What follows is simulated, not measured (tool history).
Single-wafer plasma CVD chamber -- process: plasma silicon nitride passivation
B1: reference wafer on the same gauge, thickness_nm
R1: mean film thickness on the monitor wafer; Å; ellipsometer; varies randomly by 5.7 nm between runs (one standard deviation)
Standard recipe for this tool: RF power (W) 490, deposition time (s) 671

{"run": 1, "hour": 0.0, "RF power (W)": 490, "deposition time (s)": 671, "B1": 980.392, "R1": 10365.46}
{"run": 2, "hour": 54.4, "RF power (W)": 490, "deposition time (s)": 671, "B1": 979.951, "R1": 10361.08}
{"run": 3, "hour": 138.9, "RF power (W)": 490, "deposition time (s)": 671, "B1": 980.931, "R1": 10349.97}
{"run": 4, "hour": 236.7, "RF power (W)": 490, "deposition time (s)": 671, "B1": 980.443, "R1": 10348.72}
{"run": 5, "hour": 292.0, "RF power (W)": 490, "deposition time (s)": 671, "B1": 979.167, "R1": 10293.49}
{"run": 6, "hour": 399.1, "RF power (W)": 490, "deposition time (s)": 671, "B1": 980.218, "R1": 10346.01}
{"run": 7, "hour": 481.4, "RF power (W)": 490, "deposition time (s)": 671, "B1": 980.684, "R1": 10269.06}
{"run": 8, "hour": 525.9, "RF power (W)": 490, "deposition time (s)": 671, "B1": 980.349, "R1": 10375.8}
{"run": 9, "hour": 625.9, "RF power (W)": 440, "deposition time (s)": 601, "B1": 980.456, "R1": 8870.98}
{"run": 10, "hour": 720.7, "RF power (W)": 440, "deposition time (s)": 601, "B1": 979.913, "R1": 8864.65}
{"run": 11, "hour": 803.5, "RF power (W)": 440, "deposition time (s)": 601, "B1": 979.785, "R1": 8879.12}
{"run": 12, "hour": 878.6, "RF power (W)": 490, "deposition time (s)": 671, "B1": 980.193, "R1": 10192.87}
{"run": 13, "hour": 976.7, "RF power (W)": 490, "deposition time (s)": 671, "B1": 980.215, "R1": 10234.99}
{"run": 14, "hour": 1031.5, "RF power (W)": 490, "deposition time (s)": 671, "B1": 979.084, "R1": 10169.94}
{"hour": 1107.7, "done": "RF generator calibrated"}
{"run": 15, "hour": 1109.5, "RF power (W)": 490, "deposition time (s)": 671, "B1": 979.654, "R1": 10470.84}
{"hour": 1124.9, "done": "gauge calibrated"}
{"run": 16, "hour": 1151.5, "RF power (W)": 490, "deposition time (s)": 671, "B1": 979.744, "R1": 10431.83}
{"run": 17, "hour": 1238.1, "RF power (W)": 490, "deposition time (s)": 671, "B1": 979.152, "R1": 10367.46}
{"run": 18, "hour": 1354.7, "RF power (W)": 490, "deposition time (s)": 671, "B1": 979.517, "R1": 10418.01}
{"run": 19, "hour": 1442.4, "RF power (W)": 490, "deposition time (s)": 671, "B1": 979.418, "R1": 10396.12}
{"run": 20, "hour": 1540.9, "RF power (W)": 545, "deposition time (s)": 587, "B1": 979.755, "R1": 9373.78}
{"run": 21, "hour": 1577.5, "RF power (W)": 490, "deposition time (s)": 671, "B1": 980.848, "R1": 10417.86}
{"run": 22, "hour": 1672.1, "RF power (W)": 490, "deposition time (s)": 671, "B1": 979.958, "R1": 10393.94}
{"run": 23, "hour": 1774.4, "RF power (W)": 490, "deposition time (s)": 671, "B1": 980.647, "R1": 10431.86}
{"run": 24, "hour": 1822.4, "RF power (W)": 400, "deposition time (s)": 759, "B1": 979.265, "R1": 10926.37}
{"hour": 1844.8, "done": "showerhead replaced"}
{"run": 25, "hour": 1911.8, "RF power (W)": 405, "deposition time (s)": 632, "B1": 979.661, "R1": 9139.46}
{"run": 26, "hour": 1953.5, "RF power (W)": 490, "deposition time (s)": 671, "B1": 979.107, "R1": 10361.41}
{"run": 27, "hour": 2025.9, "RF power (W)": 525, "deposition time (s)": 631, "B1": 980.364, "R1": 10006.01}
{"run": 28, "hour": 2131.9, "RF power (W)": 490, "deposition time (s)": 671, "B1": 981.75, "R1": 10263.04}
{"run": 29, "hour": 2228.5, "RF power (W)": 580, "deposition time (s)": 570, "B1": 979.802, "R1": 9395.07}
{"run": 30, "hour": 2281.3, "RF power (W)": 435, "deposition time (s)": 793, "B1": 979.39, "R1": 11661.59}
{"run": 31, "hour": 2323.6, "RF power (W)": 545, "deposition time (s)": 587, "B1": 979.457, "R1": 9312.84}
{"run": 32, "hour": 2379.2, "RF power (W)": 410, "deposition time (s)": 718, "B1": 979.784, "R1": 10369.74}
{"run": 33, "hour": 2425.9, "RF power (W)": 520, "deposition time (s)": 624, "B1": 981.002, "R1": 9715.93}
{"run": 34, "hour": 2497.5, "RF power (W)": 550, "deposition time (s)": 777, "B1": 980.437, "R1": 12310.87}
{"run": 35, "hour": 2605.0, "RF power (W)": 535, "deposition time (s)": 786, "B1": 978.615, "R1": 12449.34}
{"run": 36, "hour": 2642.9, "RF power (W)": 430, "deposition time (s)": 728, "B1": 978.769, "R1": 10690.47}
{"run": 37, "hour": 2736.7, "RF power (W)": 490, "deposition time (s)": 671, "B1": 979.356, "R1": 10264.03}
{"run": 38, "hour": 2835.9, "RF power (W)": 550, "deposition time (s)": 619, "B1": 979.761, "R1": 9825.84}

Consider 5 possible next runs. They are alternatives, not a sequence: every one starts from the tool as it was left by run 38. What does each give?
{"run": "A", "hour": 2836.5, "RF power (W)": 490, "deposition time (s)": 671, "B1": "?", "R1": "?"}
{"run": "B", "hour": 2836.5, "RF power (W)": 555, "deposition time (s)": 715, "B1": "?", "R1": "?"}
{"run": "C", "hour": 2836.5, "RF power (W)": 540, "deposition time (s)": 716, "B1": "?", "R1": "?"}
{"run": "D", "hour": 2836.5, "RF power (W)": 490, "deposition time (s)": 779, "B1": "?", "R1": "?"}
{"run": "E", "hour": 2836.5, "RF power (W)": 440, "deposition time (s)": 768, "B1": "?", "R1": "?"}

run=A B1=980.828 R1=10225.22
run=B B1=980.828 R1=11374.91
run=C B1=980.828 R1=11284.27
run=D B1=980.828 R1=11871.01
run=E B1=980.828 R1=11268.17
With no hidden state in the tool, these same runs would have given:
run=A R1=10514.18
run=B R1=11696.37
run=C R1=11603.16
run=D R1=12206.48
run=E R1=11586.6

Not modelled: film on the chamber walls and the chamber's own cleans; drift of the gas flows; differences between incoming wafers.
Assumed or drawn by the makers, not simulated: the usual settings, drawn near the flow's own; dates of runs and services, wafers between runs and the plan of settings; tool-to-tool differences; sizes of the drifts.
